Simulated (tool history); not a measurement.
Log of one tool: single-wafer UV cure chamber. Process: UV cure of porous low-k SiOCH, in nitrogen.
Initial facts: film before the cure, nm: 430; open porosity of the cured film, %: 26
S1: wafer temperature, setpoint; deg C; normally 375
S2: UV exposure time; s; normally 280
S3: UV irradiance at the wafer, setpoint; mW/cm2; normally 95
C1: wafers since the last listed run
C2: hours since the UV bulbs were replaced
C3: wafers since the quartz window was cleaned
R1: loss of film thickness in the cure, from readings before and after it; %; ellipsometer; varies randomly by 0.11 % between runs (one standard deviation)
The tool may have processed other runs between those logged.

run	day	S1	S2	S3	C1	C2	C3	R1
1	0.000	375	280	95	0	2639.2	12	13.295
2	1.479	375	280	95	224	2674.7	237	13.372
3	2.583	375	280	95	167	2701.2	404	13.088
4	3.421	375	280	95	127	2721.3	532	13.082
5	4.733	375	280	76	199	2752.8	731	11.696
# day 5.121: UV bulbs replaced
6	5.400	375	280	76	50	6.7	781	11.578
7	6.300	375	280	95	136	28.3	918	12.625
# day 7.421: quartz window cleaned
8	7.512	360	345	68	133	57.4	14	12.364
9	8.371	375	280	95	130	78.0	144	13.248
10	9.279	375	280	109	137	99.8	282	13.915
11	10.542	375	435	110	191	130.1	474	16.092
12	11.133	367	150	95	89	144.3	563	9.837
13	12.138	375	280	72	152	168.4	716	11.541
14	13.562	375	280	95	216	202.6	932	12.832
15	14.138	363	125	111	87	216.4	1020	9.168

Exercise: give the hidden state of the tool at every run:
lamp output below its setpoint, %: 0 on each run
H1: transmission lost against a clean window, %
run	H1
1	0.0857
2	0.767
3	2.07
4	3.52
5	6.57
6	8.49
7	11.5
8	0.601
9	0.852
10	1.57
11	3.33
12	4.46
13	6.83
14	11.2
15	13.2
